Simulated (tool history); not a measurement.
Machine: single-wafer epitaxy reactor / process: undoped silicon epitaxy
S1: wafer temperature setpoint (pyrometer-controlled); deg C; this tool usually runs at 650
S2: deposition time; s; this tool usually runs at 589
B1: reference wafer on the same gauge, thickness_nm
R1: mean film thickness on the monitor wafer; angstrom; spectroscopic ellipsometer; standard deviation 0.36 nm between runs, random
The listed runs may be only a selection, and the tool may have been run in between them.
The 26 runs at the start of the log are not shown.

{"run": 27, "hour": 642.7, "S1": 638, "S2": 704, "B1": 101.947, "R1": 964.19}
{"run": 28, "hour": 662.3, "S1": 661, "S2": 629, "B1": 102.088, "R1": 1520.69}
{"run": 29, "hour": 762.9, "S1": 656, "S2": 533, "B1": 102.027, "R1": 1132.22}
{"run": 30, "hour": 787.2, "S1": 657, "S2": 497, "B1": 102.16, "R1": 1087.84}
{"run": 31, "hour": 808.7, "S1": 665, "S2": 589, "B1": 101.96, "R1": 1568.82}
{"hour": 809.5, "done": "gauge calibrated"}
{"run": 32, "hour": 840.3, "S1": 660, "S2": 626, "B1": 102.057, "R1": 1463.74}
{"run": 33, "hour": 874.8, "S1": 644, "S2": 502, "B1": 101.979, "R1": 794.74}
{"run": 34, "hour": 902.2, "S1": 659, "S2": 506, "B1": 101.936, "R1": 1156.63}
{"run": 35, "hour": 933.7, "S1": 640, "S2": 694, "B1": 101.919, "R1": 994.12}

Consider 3 possible next runs. They are alternatives, not a sequence: every one starts from the tool as it was left by run 35. What does each give?
{"run": "A", "hour": 934.3, "S1": 657, "S2": 589, "B1": "?", "R1": "?"}
{"run": "B", "hour": 934.3, "S1": 643, "S2": 627, "B1": "?", "R1": "?"}
{"run": "C", "hour": 934.3, "S1": 650, "S2": 481, "B1": "?", "R1": "?"}

run=A B1=102.191 R1=1283.54
run=B B1=102.191 R1=965.00
run=C B1=102.191 R1=882.22
What these runs would have given with no unlogged condition in the tool:
run=A R1=1283.54
run=B R1=965.00
run=C R1=882.22
